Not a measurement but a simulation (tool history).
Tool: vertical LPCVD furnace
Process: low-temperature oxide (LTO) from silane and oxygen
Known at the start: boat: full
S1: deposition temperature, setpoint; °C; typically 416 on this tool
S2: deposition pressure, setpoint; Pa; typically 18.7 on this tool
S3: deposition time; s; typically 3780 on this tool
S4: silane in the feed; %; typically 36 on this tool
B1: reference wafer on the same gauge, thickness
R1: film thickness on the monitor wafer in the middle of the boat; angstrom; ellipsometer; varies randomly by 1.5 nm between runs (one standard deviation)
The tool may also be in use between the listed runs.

{"run": 1, "hour": 0.0, "S1": 416, "S2": 18.7, "S3": 3780, "S4": 39, "B1": 351.83, "R1": 4289.2}
{"run": 2, "hour": 35.0, "S1": 420, "S2": 18.7, "S3": 3780, "S4": 36, "B1": 352.15, "R1": 4053.1}
{"run": 3, "hour": 59.0, "S1": 420, "S2": 18.7, "S3": 3780, "S4": 36, "B1": 351.87, "R1": 4073.5}
{"run": 4, "hour": 91.4, "S1": 420, "S2": 18.7, "S3": 3780, "S4": 36, "B1": 352.2, "R1": 4068.1}
{"run": 5, "hour": 118.6, "S1": 416, "S2": 18.7, "S3": 3780, "S4": 36, "B1": 351.36, "R1": 3911.1}
{"run": 6, "hour": 132.7, "S1": 416, "S2": 18.7, "S3": 3780, "S4": 36, "B1": 351.84, "R1": 3895.1}
{"hour": 218.2, "done": "thermocouples replaced and temperature profile calibrated"}
{"run": 7, "hour": 219.4, "S1": 416, "S2": 18.7, "S3": 3780, "S4": 36, "B1": 351.94, "R1": 3898.5}
{"hour": 252.6, "done": "silane flow controller replaced"}
{"run": 8, "hour": 253.1, "S1": 416, "S2": 18.7, "S3": 3780, "S4": 36, "B1": 352.07, "R1": 3877.2}
{"run": 9, "hour": 292.4, "S1": 416, "S2": 18.7, "S3": 3420, "S4": 36, "B1": 352.17, "R1": 3499.3}
{"run": 10, "hour": 307.0, "S1": 416, "S2": 18.7, "S3": 3420, "S4": 36, "B1": 352.21, "R1": 3537.9}
{"run": 11, "hour": 339.5, "S1": 427, "S2": 15.3, "S3": 2340, "S4": 31, "B1": 352.19, "R1": 1808.6}
{"run": 12, "hour": 358.9, "S1": 416, "S2": 18.7, "S3": 2790, "S4": 30, "B1": 352.32, "R1": 2244.9}
{"run": 13, "hour": 383.9, "S1": 416, "S2": 21.3, "S3": 3780, "S4": 36, "B1": 352.14, "R1": 4452.4}
{"run": 14, "hour": 486.2, "S1": 407, "S2": 18.7, "S3": 3780, "S4": 36, "B1": 351.74, "R1": 3508}
{"run": 15, "hour": 505.6, "S1": 408, "S2": 22.7, "S3": 3780, "S4": 30, "B1": 352.2, "R1": 3383.3}
{"run": 16, "hour": 566.4, "S1": 416, "S2": 18.7, "S3": 3780, "S4": 36, "B1": 352.18, "R1": 3885.7}

Predict the results of run 17:
{"run": 17, "hour": 579.1, "S1": 416, "S2": 18.7, "S3": 3780, "S4": 36, "B1": "?", "R1": "?"}

B1: 351.8
R1: 3861.6 angstrom
Minus the tool's unlogged condition, the same run would have read R1 4006.8 angstrom.
